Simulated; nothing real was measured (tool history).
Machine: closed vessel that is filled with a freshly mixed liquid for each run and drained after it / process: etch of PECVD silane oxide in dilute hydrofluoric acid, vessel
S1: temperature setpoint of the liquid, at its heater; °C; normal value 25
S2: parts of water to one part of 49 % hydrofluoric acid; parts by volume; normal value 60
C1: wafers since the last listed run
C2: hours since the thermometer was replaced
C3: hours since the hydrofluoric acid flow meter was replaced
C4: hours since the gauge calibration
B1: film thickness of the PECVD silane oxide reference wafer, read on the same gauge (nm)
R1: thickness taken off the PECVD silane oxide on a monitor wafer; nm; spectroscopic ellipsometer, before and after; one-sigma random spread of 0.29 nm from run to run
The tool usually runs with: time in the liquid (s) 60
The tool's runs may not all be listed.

Run 1, hour 0: usual settings but S2 70 parts by volume, time in the liquid (s) 75; C1 0; C2 1303.2; C3 1547; C4 203.5; B1 99.99. Result: R1 59.16 nm.
Run 2, hour 57: usual settings; C1 5288; C2 1360.2; C3 1604; C4 260.5; B1 100. Result: R1 56.28 nm.
Run 3, hour 85.3: usual settings; C1 2625; C2 1388.5; C3 1632.3; C4 288.8; B1 99.99. Result: R1 56.13 nm.
Run 4, hour 148.9: usual settings; C1 5900; C2 1452.1; C3 1695.9; C4 352.4; B1 99.98. Result: R1 56.93 nm.
Run 5, hour 210.5: usual settings; C1 5715; C2 1513.7; C3 1757.5; C4 414; B1 100.01. Result: R1 56.83 nm.
Run 6, hour 269.7: usual settings but S1 22.5 °C; C1 5492; C2 1572.9; C3 1816.7; C4 473.2; B1 100.02. Result: R1 51.56 nm.
Run 7, hour 298.1: usual settings but S1 22.5 °C; C1 2634; C2 1601.3; C3 1845.1; C4 501.6; B1 100. Result: R1 51.38 nm.
Run 8, hour 328.3: usual settings; C1 2801; C2 1631.5; C3 1875.3; C4 531.8; B1 99.97. Result: R1 56.97 nm.
At hour 360.7: thermometer replaced.
Run 9, hour 378.4: usual settings; C1 4555; C2 17.7; C3 1925.4; C4 581.9; B1 100.01. Result: R1 60.17 nm.
Run 10, hour 414.1: usual settings; C1 3312; C2 53.4; C3 1961.1; C4 617.6; B1 99.99. Result: R1 60.54 nm.
At hour 445.2: gauge calibrated.
At hour 461.4: hydrofluoric acid flow meter replaced.
Run 11, hour 469.8: usual settings but S1 23 °C, time in the liquid (s) 75; C1 5074; C2 109.1; C3 8.4; C4 24.6; B1 99.97. Result: R1 69.78 nm.
At hour 499.5: thermometer replaced, repeated, since the last time left the tool worse.
Run 12, hour 592.3: usual settings but time in the liquid (s) 45; C1 11272; C2 92.8; C3 130.9; C4 147.1; B1 99.99. Result: R1 40.17 nm.
Run 13, hour 647.1: usual settings; C1 5084; C2 147.6; C3 185.7; C4 201.9; B1 100.03. Result: R1 53.76 nm.
Run 14, hour 690.3: usual settings but S1 30 °C, S2 50 parts by volume; C1 4007; C2 190.8; C3 228.9; C4 245.1; B1 99.96. Result: R1 80.1 nm.
Run 15, hour 731.2: usual settings but S2 70 parts by volume, time in the liquid (s) 30; C1 3794; C2 231.7; C3 269.8; C4 286; B1 100.01. Result: R1 22.76 nm.
Run 16, hour 782.3: usual settings but S1 23 °C, time in the liquid (s) 75; C1 4740; C2 282.8; C3 320.9; C4 337.1; B1 100.04. Result: R1 62.23 nm.
Run 17, hour 817.4: usual settings; C1 3256; C2 317.9; C3 356; C4 372.2; B1 99.98. Result: R1 54.64 nm.
Run 18, hour 857.8: usual settings but S1 26.5 °C, S2 35 parts by volume, time in the liquid (s) 85; C1 3748; C2 358.3; C3 396.4; C4 412.6; B1 99.97. Result: R1 145.62 nm.
Run 19, hour 908.2: usual settings but S2 90 parts by volume, time in the liquid (s) 90; C1 4675; C2 408.7; C3 446.8; C4 463; B1 99.98. Result: R1 52.5 nm.

3 options for the next run, each taken on its own from the tool as it stands now. Forecast them:
Run A, hour 908.9: usual settings; C1 64; C2 409.4; C3 447.5; C4 463.7; B1 ?. Result: R1 ?.
Run B, hour 908.9: usual settings but S1 28 °C, S2 80 parts by volume; C1 64; C2 409.4; C3 447.5; C4 463.7; B1 ?. Result: R1 ?.
Run C, hour 908.9: usual settings but S1 28 °C, time in the liquid (s) 30; C1 64; C2 409.4; C3 447.5; C4 463.7; B1 ?. Result: R1 ?.

run     B1     R1
  A  99.99  53.66
  B  99.99  44.07
  C  99.99  30.23
Take away the tool's hidden state, keep each run's random variation, and the runs would have read:
run     R1
  A  52.48
  B  43.14
  C  29.59
